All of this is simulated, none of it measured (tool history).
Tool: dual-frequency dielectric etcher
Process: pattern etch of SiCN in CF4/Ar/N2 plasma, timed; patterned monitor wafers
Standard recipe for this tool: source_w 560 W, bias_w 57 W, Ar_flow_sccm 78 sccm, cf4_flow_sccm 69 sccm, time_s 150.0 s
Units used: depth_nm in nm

| run | hour | source_w | bias_w | Ar_flow_sccm | cf4_flow_sccm | time_s | wafers since the last listed run | hours since the last wet clean | hours since the last source power generator calibration | hours since the last bias power generator calibration | hours since the last Ar flow controller change | hours since the last CF4 flow controller change | hours since the last upper electrode change | hours since the gauge calibration | read-back reference wafer on the same gauge, depth_nm | depth_nm |
|---|---|---|---|---|---|---|---|---|---|---|---|---|---|---|---|---|
| 1 | 0.0 | 560 | 57 | 78 | 80 | 150.0 | 0 | 142.0 | 2044.2 | 4252.9 | 2027.8 | 2260.8 | 5003.8 | 252.1 | 172.0 | 143.2 |
| 2 | 25.3 | 560 | 57 | 78 | 80 | 150.0 | 134 | 167.3 | 2069.5 | 4278.2 | 2053.1 | 2286.1 | 5029.1 | 277.4 | 171.9 | 142.7 |
| 3 | 44.2 | 560 | 57 | 78 | 80 | 150.0 | 100 | 186.2 | 2088.4 | 4297.1 | 2072.0 | 2305.0 | 5048.0 | 296.3 | 172.0 | 142.7 |
| 4 | 120.1 | 560 | 57 | 78 | 69 | 133.0 | 402 | 262.1 | 2164.3 | 4373.0 | 2147.9 | 2380.9 | 5123.9 | 372.2 | 172.0 | 123.4 |
| 5 | 143.9 | 560 | 64 | 78 | 69 | 150.0 | 126 | 285.9 | 2188.1 | 4396.8 | 2171.7 | 2404.7 | 5147.7 | 396.0 | 172.0 | 143.6 |
|  | 192.4 | Ar flow controller replaced |
|  | 223.4 | upper electrode replaced |
| 6 | 223.9 | 560 | 64 | 78 | 69 | 150.0 | 264 | 365.9 | 2268.1 | 4476.8 | 31.5 | 2484.7 | 0.5 | 476.0 | 172.2 | 142.6 |
| 7 | 229.0 | 560 | 64 | 78 | 69 | 150.0 | 27 | 371.0 | 2273.2 | 4481.9 | 36.6 | 2489.8 | 5.6 | 481.1 | 172.0 | 143.1 |
|  | 249.4 | source power generator calibrated |
|  | 261.8 | wet clean of the chamber |
| 8 | 262.3 | 590 | 57 | 78 | 69 | 150.0 | 89 | 0.5 | 12.9 | 4515.2 | 69.9 | 2523.1 | 38.9 | 514.4 | 172.0 | 150.8 |
|  | 272.1 | CF4 flow controller replaced |
| 9 | 272.6 | 560 | 57 | 78 | 52 | 150.0 | 22 | 10.8 | 23.2 | 4525.5 | 80.2 | 0.5 | 49.2 | 524.7 | 172.1 | 139.0 |
|  | 282.3 | gauge calibrated |
| 10 | 282.4 | 640 | 57 | 78 | 62 | 176.5 | 51 | 20.6 | 33.0 | 4535.3 | 90.0 | 10.3 | 59.0 | 0.1 | 171.9 | 185.5 |
|  | 297.3 | bias power generator calibrated |
| 11 | 305.5 | 560 | 57 | 89 | 69 | 150.0 | 101 | 43.7 | 56.1 | 8.2 | 113.1 | 33.4 | 82.1 | 23.2 | 171.9 | 140.7 |
| 12 | 338.8 | 690 | 68 | 78 | 79 | 106.0 | 176 | 77.0 | 89.4 | 41.5 | 146.4 | 66.7 | 115.4 | 56.5 | 172.0 | 128.5 |
| 13 | 351.5 | 560 | 66 | 78 | 69 | 150.0 | 67 | 89.7 | 102.1 | 54.2 | 159.1 | 79.4 | 128.1 | 69.2 | 172.1 | 151.1 |
| 14 | 366.4 | 560 | 57 | 78 | 69 | 150.0 | 78 | 104.6 | 117.0 | 69.1 | 174.0 | 94.3 | 143.0 | 84.1 | 172.1 | 144.3 |
| 15 | 392.2 | 560 | 57 | 72 | 59 | 150.0 | 136 | 130.4 | 142.8 | 94.9 | 199.8 | 120.1 | 168.8 | 109.9 | 172.0 | 143.5 |
| 16 | 411.9 | 560 | 46 | 90 | 69 | 161.5 | 104 | 150.1 | 162.5 | 114.6 | 219.5 | 139.8 | 188.5 | 129.6 | 172.1 | 140.8 |

Measured less the same run without the tool's hidden state. The same run-to-run variation is in both; the gauge's scatter may not be:
Hidden conditions of the tool in this case: etch rate over this chamber's usual, %; source power that arrives over what is set, %; bias power that arrives over what is set, %; Ar flow that arrives over what is set, %; CF4 flow that arrives over what is set, %; gauge reads high (%).
| run | depth_nm |
|---|---|
| 1 | -4.3 |
| 2 | -4.5 |
| 3 | -4.8 |
| 4 | -4.9 |
| 5 | -5.8 |
| 6 | -6.8 |
| 7 | -6.8 |
| 8 | +0.7 |
| 9 | +0.5 |
| 10 | +0.6 |
| 11 | +0.3 |
| 12 | +0.1 |
| 13 | +0.0 |
| 14 | -0.1 |
| 15 | -0.3 |
| 16 | -0.5 |
